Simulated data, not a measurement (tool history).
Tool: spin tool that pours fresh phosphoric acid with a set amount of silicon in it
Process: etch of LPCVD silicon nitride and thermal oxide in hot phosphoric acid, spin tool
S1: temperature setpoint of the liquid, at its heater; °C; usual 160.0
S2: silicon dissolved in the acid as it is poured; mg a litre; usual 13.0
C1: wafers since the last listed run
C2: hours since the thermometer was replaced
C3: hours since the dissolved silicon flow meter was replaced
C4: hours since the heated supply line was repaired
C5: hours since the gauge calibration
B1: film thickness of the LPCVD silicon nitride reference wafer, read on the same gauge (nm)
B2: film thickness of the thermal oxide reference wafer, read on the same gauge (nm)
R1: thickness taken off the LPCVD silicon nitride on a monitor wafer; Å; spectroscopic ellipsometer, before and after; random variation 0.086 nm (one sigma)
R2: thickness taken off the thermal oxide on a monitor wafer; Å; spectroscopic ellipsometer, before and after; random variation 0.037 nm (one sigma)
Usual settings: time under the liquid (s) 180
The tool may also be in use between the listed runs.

{"run": 1, "hour": 0.0, "S1": 160.0, "S2": 13.0, "time under the liquid (s)": 180, "C1": 0, "C2": 1978.6, "C3": 879.9, "C4": 2673.6, "C5": 867.4, "B1": 119.97, "B2": 40.024, "R1": 129.7, "R2": 2.84}
{"run": 2, "hour": 60.0, "S1": 160.0, "S2": 13.0, "time under the liquid (s)": 180, "C1": 626, "C2": 2038.6, "C3": 939.9, "C4": 2733.6, "C5": 927.4, "B1": 120.0, "B2": 40.054, "R1": 129.8, "R2": 2.83}
{"run": 3, "hour": 108.1, "S1": 160.0, "S2": 13.0, "time under the liquid (s)": 180, "C1": 501, "C2": 2086.7, "C3": 988.0, "C4": 2781.7, "C5": 975.5, "B1": 120.0, "B2": 39.963, "R1": 128.0, "R2": 2.45}
{"run": 4, "hour": 166.6, "S1": 160.0, "S2": 13.0, "time under the liquid (s)": 180, "C1": 610, "C2": 2145.2, "C3": 1046.5, "C4": 2840.2, "C5": 1034.0, "B1": 119.99, "B2": 39.999, "R1": 126.2, "R2": 2.42}
{"run": 5, "hour": 197.4, "S1": 160.0, "S2": 13.0, "time under the liquid (s)": 180, "C1": 321, "C2": 2176.0, "C3": 1077.3, "C4": 2871.0, "C5": 1064.8, "B1": 120.02, "B2": 40.026, "R1": 128.0, "R2": 2.52}
{"run": 6, "hour": 229.7, "S1": 161.0, "S2": 13.0, "time under the liquid (s)": 220, "C1": 337, "C2": 2208.3, "C3": 1109.6, "C4": 2903.3, "C5": 1097.1, "B1": 120.01, "B2": 39.994, "R1": 160.6, "R2": 2.96}
{"run": 7, "hour": 277.3, "S1": 161.0, "S2": 13.0, "time under the liquid (s)": 220, "C1": 496, "C2": 2255.9, "C3": 1157.2, "C4": 2950.9, "C5": 1144.7, "B1": 119.99, "B2": 40.043, "R1": 159.3, "R2": 3.73}
{"run": 8, "hour": 338.0, "S1": 161.0, "S2": 13.0, "time under the liquid (s)": 220, "C1": 633, "C2": 2316.6, "C3": 1217.9, "C4": 3011.6, "C5": 1205.4, "B1": 119.99, "B2": 40.007, "R1": 158.4, "R2": 3.54}
{"run": 9, "hour": 392.9, "S1": 160.0, "S2": 13.0, "time under the liquid (s)": 180, "C1": 572, "C2": 2371.5, "C3": 1272.8, "C4": 3066.5, "C5": 1260.3, "B1": 119.99, "B2": 40.013, "R1": 125.8, "R2": 2.72}
{"run": 10, "hour": 447.7, "S1": 160.0, "S2": 13.0, "time under the liquid (s)": 180, "C1": 571, "C2": 2426.3, "C3": 1327.6, "C4": 3121.3, "C5": 1315.1, "B1": 120.0, "B2": 40.027, "R1": 124.5, "R2": 2.46}
{"hour": 469.6, "done": "heated supply line repaired"}
{"hour": 492.0, "done": "dissolved silicon flow meter replaced"}
{"run": 11, "hour": 498.6, "S1": 158.0, "S2": 9.5, "time under the liquid (s)": 100, "C1": 510, "C2": 2477.2, "C3": 6.6, "C4": 29.0, "C5": 1366.0, "B1": 120.0, "B2": 40.019, "R1": 73.7, "R2": 1.56}
{"run": 12, "hour": 538.3, "S1": 158.5, "S2": 13.0, "time under the liquid (s)": 245, "C1": 414, "C2": 2516.9, "C3": 46.3, "C4": 68.7, "C5": 1405.7, "B1": 120.0, "B2": 39.997, "R1": 181.9, "R2": 3.7}
{"hour": 551.1, "done": "gauge calibrated"}
{"run": 13, "hour": 575.9, "S1": 160.0, "S2": 13.0, "time under the liquid (s)": 270, "C1": 392, "C2": 2554.5, "C3": 83.9, "C4": 106.3, "C5": 24.8, "B1": 120.01, "B2": 40.021, "R1": 210.6, "R2": 4.22}
{"run": 14, "hour": 647.5, "S1": 163.0, "S2": 22.5, "time under the liquid (s)": 180, "C1": 747, "C2": 2626.1, "C3": 155.5, "C4": 177.9, "C5": 96.4, "B1": 119.99, "B2": 40.02, "R1": 156.7, "R2": 3.35}
{"run": 15, "hour": 686.8, "S1": 160.0, "S2": 13.0, "time under the liquid (s)": 180, "C1": 410, "C2": 2665.4, "C3": 194.8, "C4": 217.2, "C5": 135.7, "B1": 120.02, "B2": 39.985, "R1": 139.4, "R2": 3.68}
{"run": 16, "hour": 765.0, "S1": 159.0, "S2": 23.0, "time under the liquid (s)": 240, "C1": 815, "C2": 2743.6, "C3": 273.0, "C4": 295.4, "C5": 213.9, "B1": 119.99, "B2": 39.984, "R1": 178.3, "R2": 3.15}
{"hour": 892.1, "done": "thermometer replaced"}
{"run": 17, "hour": 954.3, "S1": 162.5, "S2": 7.5, "time under the liquid (s)": 70, "C1": 1964, "C2": 62.2, "C3": 462.3, "C4": 484.7, "C5": 403.2, "B1": 120.02, "B2": 39.982, "R1": 60.8, "R2": 1.76}
{"run": 18, "hour": 979.3, "S1": 157.5, "S2": 13.0, "time under the liquid (s)": 240, "C1": 260, "C2": 87.2, "C3": 487.3, "C4": 509.7, "C5": 428.2, "B1": 120.01, "B2": 39.997, "R1": 178.6, "R2": 3.96}
{"run": 19, "hour": 1048.3, "S1": 161.0, "S2": 13.0, "time under the liquid (s)": 220, "C1": 719, "C2": 156.2, "C3": 556.3, "C4": 578.7, "C5": 497.2, "B1": 119.99, "B2": 39.99, "R1": 181.9, "R2": 5.33}
{"run": 20, "hour": 1085.0, "S1": 158.0, "S2": 2.5, "time under the liquid (s)": 180, "C1": 382, "C2": 192.9, "C3": 593.0, "C4": 615.4, "C5": 533.9, "B1": 120.02, "B2": 39.984, "R1": 135.0, "R2": 3.47}

Run 21 comes next. What will it give?
{"run": 21, "hour": 1135.5, "S1": 157.5, "S2": 23.0, "time under the liquid (s)": 75, "C1": 526, "C2": 243.4, "C3": 643.5, "C4": 665.9, "C5": 584.4, "B1": "?", "B2": "?", "R1": "?", "R2": "?"}

{"run 21": {"B1": 120.0, "B2": 39.988, "R1": 55.0, "R2": 0.84}}
Without the tool's hidden state the same run would have given R1 58.9 Å, R2 0.98 Å.
